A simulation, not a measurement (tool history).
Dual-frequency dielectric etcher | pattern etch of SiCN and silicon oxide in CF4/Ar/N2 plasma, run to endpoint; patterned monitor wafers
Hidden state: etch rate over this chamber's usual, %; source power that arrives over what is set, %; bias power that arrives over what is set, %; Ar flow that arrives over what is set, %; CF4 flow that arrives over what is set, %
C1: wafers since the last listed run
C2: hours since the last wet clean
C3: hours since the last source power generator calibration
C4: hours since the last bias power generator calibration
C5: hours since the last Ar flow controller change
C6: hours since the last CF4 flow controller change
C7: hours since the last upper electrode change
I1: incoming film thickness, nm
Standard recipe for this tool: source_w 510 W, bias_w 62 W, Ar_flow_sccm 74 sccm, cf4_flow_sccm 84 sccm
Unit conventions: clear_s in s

{"run": 1, "hour": 0.0, "source_w": 510, "bias_w": 62, "Ar_flow_sccm": 74, "cf4_flow_sccm": 84, "C1": 0, "C2": 94.2, "C3": 3754.1, "C4": 1800.1, "C5": 3005.6, "C6": 3884.6, "C7": 3495.9, "I1": 9.66, "clear_s": 9.3}
{"hour": 49.0, "done": "Ar flow controller replaced"}
{"run": 2, "hour": 64.8, "source_w": 460, "bias_w": 62, "Ar_flow_sccm": 74, "cf4_flow_sccm": 84, "C1": 632, "C2": 159.0, "C3": 3818.9, "C4": 1864.9, "C5": 15.8, "C6": 3949.4, "C7": 3560.7, "I1": 9.66, "clear_s": 9.8}
{"run": 3, "hour": 106.0, "source_w": 460, "bias_w": 62, "Ar_flow_sccm": 74, "cf4_flow_sccm": 84, "C1": 443, "C2": 200.2, "C3": 3860.1, "C4": 1906.1, "C5": 57.0, "C6": 3990.6, "C7": 3601.9, "I1": 9.69, "clear_s": 9.8}
{"run": 4, "hour": 144.5, "source_w": 460, "bias_w": 62, "Ar_flow_sccm": 74, "cf4_flow_sccm": 84, "C1": 414, "C2": 238.7, "C3": 3898.6, "C4": 1944.6, "C5": 95.5, "C6": 4029.1, "C7": 3640.4, "I1": 9.61, "clear_s": 9.7}
{"run": 5, "hour": 173.4, "source_w": 610, "bias_w": 54, "Ar_flow_sccm": 89, "cf4_flow_sccm": 93, "C1": 310, "C2": 267.6, "C3": 3927.5, "C4": 1973.5, "C5": 124.4, "C6": 4058.0, "C7": 3669.3, "I1": 9.63, "clear_s": 8.5}
{"run": 6, "hour": 222.7, "source_w": 510, "bias_w": 53, "Ar_flow_sccm": 68, "cf4_flow_sccm": 76, "C1": 530, "C2": 316.9, "C3": 3976.8, "C4": 2022.8, "C5": 173.7, "C6": 4107.3, "C7": 3718.6, "I1": 9.61, "clear_s": 9.6}
{"hour": 251.5, "done": "upper electrode replaced"}
{"run": 7, "hour": 258.7, "source_w": 470, "bias_w": 54, "Ar_flow_sccm": 74, "cf4_flow_sccm": 84, "C1": 129, "C2": 352.9, "C3": 4012.8, "C4": 2058.8, "C5": 209.7, "C6": 4143.3, "C7": 7.2, "I1": 9.54, "clear_s": 9.8}
{"run": 8, "hour": 321.8, "source_w": 380, "bias_w": 62, "Ar_flow_sccm": 74, "cf4_flow_sccm": 84, "C1": 678, "C2": 416.0, "C3": 4075.9, "C4": 2121.9, "C5": 272.8, "C6": 4206.4, "C7": 70.3, "I1": 9.6, "clear_s": 10.6}
{"run": 9, "hour": 362.2, "source_w": 510, "bias_w": 62, "Ar_flow_sccm": 74, "cf4_flow_sccm": 84, "C1": 434, "C2": 456.4, "C3": 4116.3, "C4": 2162.3, "C5": 313.2, "C6": 4246.8, "C7": 110.7, "I1": 9.58, "clear_s": 9.0}
{"hour": 423.0, "done": "bias power generator calibrated"}
{"run": 10, "hour": 423.6, "source_w": 510, "bias_w": 62, "Ar_flow_sccm": 74, "cf4_flow_sccm": 103, "C1": 617, "C2": 517.8, "C3": 4177.7, "C4": 0.6, "C5": 374.6, "C6": 4308.2, "C7": 172.1, "I1": 9.62, "clear_s": 8.8}
{"hour": 472.4, "done": "wet clean of the chamber"}
{"run": 11, "hour": 472.9, "source_w": 510, "bias_w": 62, "Ar_flow_sccm": 74, "cf4_flow_sccm": 84, "C1": 272, "C2": 0.5, "C3": 4227.0, "C4": 49.9, "C5": 423.9, "C6": 4357.5, "C7": 221.4, "I1": 9.6, "clear_s": 9.3}
{"hour": 493.3, "done": "source power generator calibrated"}
{"run": 12, "hour": 498.5, "source_w": 510, "bias_w": 62, "Ar_flow_sccm": 74, "cf4_flow_sccm": 84, "C1": 232, "C2": 26.1, "C3": 5.2, "C4": 75.5, "C5": 449.5, "C6": 4383.1, "C7": 247.0, "I1": 9.6, "clear_s": 9.2}
{"run": 13, "hour": 535.6, "source_w": 560, "bias_w": 57, "Ar_flow_sccm": 84, "cf4_flow_sccm": 84, "C1": 399, "C2": 63.2, "C3": 42.3, "C4": 112.6, "C5": 486.6, "C6": 4420.2, "C7": 284.1, "I1": 9.54, "clear_s": 9.0}
{"hour": 542.4, "done": "CF4 flow controller replaced"}
{"run": 14, "hour": 572.2, "source_w": 510, "bias_w": 62, "Ar_flow_sccm": 74, "cf4_flow_sccm": 84, "C1": 329, "C2": 99.8, "C3": 78.9, "C4": 149.2, "C5": 523.2, "C6": 29.8, "C7": 320.7, "I1": 9.57, "clear_s": 9.2}
{"run": 15, "hour": 642.5, "source_w": 420, "bias_w": 47, "Ar_flow_sccm": 85, "cf4_flow_sccm": 84, "C1": 756, "C2": 170.1, "C3": 149.2, "C4": 219.5, "C5": 593.5, "C6": 100.1, "C7": 391.0, "I1": 9.71, "clear_s": 11.3}
{"run": 16, "hour": 691.3, "source_w": 510, "bias_w": 55, "Ar_flow_sccm": 81, "cf4_flow_sccm": 102, "C1": 525, "C2": 218.9, "C3": 198.0, "C4": 268.3, "C5": 642.3, "C6": 148.9, "C7": 439.8, "I1": 9.61, "clear_s": 9.3}
{"run": 17, "hour": 749.7, "source_w": 510, "bias_w": 62, "Ar_flow_sccm": 74, "cf4_flow_sccm": 84, "C1": 628, "C2": 277.3, "C3": 256.4, "C4": 326.7, "C5": 700.7, "C6": 207.3, "C7": 498.2, "I1": 9.61, "clear_s": 9.2}
{"run": 18, "hour": 773.9, "source_w": 640, "bias_w": 62, "Ar_flow_sccm": 57, "cf4_flow_sccm": 84, "C1": 260, "C2": 301.5, "C3": 280.6, "C4": 350.9, "C5": 724.9, "C6": 231.5, "C7": 522.4, "I1": 9.56, "clear_s": 7.7}
{"run": 19, "hour": 820.0, "source_w": 440, "bias_w": 56, "Ar_flow_sccm": 74, "cf4_flow_sccm": 89, "C1": 496, "C2": 347.6, "C3": 326.7, "C4": 397.0, "C5": 771.0, "C6": 277.6, "C7": 568.5, "I1": 9.57, "clear_s": 10.0}
{"run": 20, "hour": 879.5, "source_w": 510, "bias_w": 50, "Ar_flow_sccm": 68, "cf4_flow_sccm": 74, "C1": 640, "C2": 407.1, "C3": 386.2, "C4": 456.5, "C5": 830.5, "C6": 337.1, "C7": 628.0, "I1": 9.6, "clear_s": 9.5}
{"hour": 927.9, "done": "wet clean of the chamber"}
{"run": 21, "hour": 946.9, "source_w": 450, "bias_w": 51, "Ar_flow_sccm": 66, "cf4_flow_sccm": 84, "C1": 466, "C2": 19.0, "C3": 453.6, "C4": 523.9, "C5": 897.9, "C6": 404.5, "C7": 695.4, "I1": 9.61, "clear_s": 10.4}
{"run": 22, "hour": 1018.3, "source_w": 510, "bias_w": 62, "Ar_flow_sccm": 74, "cf4_flow_sccm": 84, "C1": 768, "C2": 90.4, "C3": 525.0, "C4": 595.3, "C5": 969.3, "C6": 475.9, "C7": 766.8, "I1": 9.58, "clear_s": 9.3}
{"run": 23, "hour": 1042.4, "source_w": 620, "bias_w": 62, "Ar_flow_sccm": 90, "cf4_flow_sccm": 104, "C1": 259, "C2": 114.5, "C3": 549.1, "C4": 619.4, "C5": 993.4, "C6": 500.0, "C7": 790.9, "I1": 9.56, "clear_s": 8.1}
{"run": 24, "hour": 1068.7, "source_w": 510, "bias_w": 62, "Ar_flow_sccm": 74, "cf4_flow_sccm": 84, "C1": 282, "C2": 140.8, "C3": 575.4, "C4": 645.7, "C5": 1019.7, "C6": 526.3, "C7": 817.2, "I1": 9.63, "clear_s": 9.4}
{"run": 25, "hour": 1140.3, "source_w": 510, "bias_w": 62, "Ar_flow_sccm": 74, "cf4_flow_sccm": 84, "C1": 770, "C2": 212.4, "C3": 647.0, "C4": 717.3, "C5": 1091.3, "C6": 597.9, "C7": 888.8, "I1": 9.58, "clear_s": 9.1}

List, for all runs, the conditions of the tool that the log does not record:
source power that arrives over what is set, %: 0, the same for each run
bias power that arrives over what is set, %: 0, the same for each run
Ar flow that arrives over what is set, %: 0, the same for each run
CF4 flow that arrives over what is set, %: 0, the same for each run
H1: etch rate over this chamber's usual, %
run=1 H1=1.14
run=2 H1=1.69
run=3 H1=2.05
run=4 H1=2.38
run=5 H1=2.63
run=6 H1=3.05
run=7 H1=3.36
run=8 H1=3.91
run=9 H1=4.26
run=10 H1=4.78
run=11 H1=0.847
run=12 H1=1.07
run=13 H1=1.39
run=14 H1=1.7
run=15 H1=2.31
run=16 H1=2.73
run=17 H1=3.23
run=18 H1=3.44
run=19 H1=3.84
run=20 H1=4.35
run=21 H1=0.136
run=22 H1=0.751
run=23 H1=0.959
run=24 H1=1.19
run=25 H1=1.8
